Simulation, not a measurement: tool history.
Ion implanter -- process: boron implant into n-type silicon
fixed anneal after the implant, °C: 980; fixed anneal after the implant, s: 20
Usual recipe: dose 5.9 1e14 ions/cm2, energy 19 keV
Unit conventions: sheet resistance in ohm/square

run,hour,dose,energy,"read-back reference wafer on the same gauge, sheet resistance",sheet resistance
1,0,5.9,22,176.06,210.13
2,22.4,5.9,22,175.97,209.99
3,55.3,6.77,19,176.01,189.84
4,79,5.9,19,175.97,211.25
5,106,5.9,19,175.96,210.52
6,134.3,4.49,19,176,261.56
7,150.3,4.49,19,176.11,263.21
8,173,6.36,19,175.98,197.34
9,191.8,6.36,19,176,198.09
10,210.3,6.36,19,175.98,198.79
11,235.2,5.9,19,176.02,210.72
12,266.4,5.9,19,175.89,209.39
13,285.6,5.9,19,176.05,210.36
14,309.4,5.9,19,175.94,209.25
15,379.7,5.9,19,176.02,208.51
# hour 389.5: Faraday cup replaced and dose calibrated
16,406.9,5.9,19,175.9,220.91
17,429.8,6.5,14.5,175.98,207.13
18,457.9,6.42,24.5,176.02,202.69
# hour 473.7: gauge calibrated
19,478.4,4.2,24,175.97,284.95
20,515.3,5.9,13.5,176.03,223.14
21,529.5,4.74,23.5,175.98,259.39
22,552.7,6.76,13,176,202.31
23,576,7.34,23.5,175.97,181.82
24,602.6,5.9,19,175.99,219.81
25,627.9,4.49,19,176.06,273.52
# hour 638.3: extraction supply calibrated
26,668.2,5.9,19,175.93,219.82
27,681.5,5.9,13.5,175.99,223.84
28,701.8,4.2,20.5,176.03,286.11
29,733.3,7.31,14.5,176.05,189.3
30,746.8,4.2,15.5,175.97,291.6
31,763.6,4.35,17,176.01,283.16
32,786.4,7.13,25,175.96,185.94
33,814.5,5.9,19,176.04,219.7

Hidden state, per run?
deviation of the true energy from its setpoint, %: 0 at every run
gauge reads high (%): 0 at every run
H1: deviation of the true dose from the Faraday cup's reading, %
run,H1
1,3.67
2,3.77
3,3.92
4,4.03
5,4.15
6,4.29
7,4.36
8,4.47
9,4.56
10,4.65
11,4.78
12,4.93
13,5.03
14,5.15
15,5.52
16,-1.04
17,-1.04
18,-1.04
19,-1.03
20,-1.02
21,-1.02
22,-1.01
23,-0.998
24,-0.985
25,-0.971
26,-0.945
27,-0.936
28,-0.921
29,-0.895
30,-0.883
31,-0.868
32,-0.846
33,-0.817

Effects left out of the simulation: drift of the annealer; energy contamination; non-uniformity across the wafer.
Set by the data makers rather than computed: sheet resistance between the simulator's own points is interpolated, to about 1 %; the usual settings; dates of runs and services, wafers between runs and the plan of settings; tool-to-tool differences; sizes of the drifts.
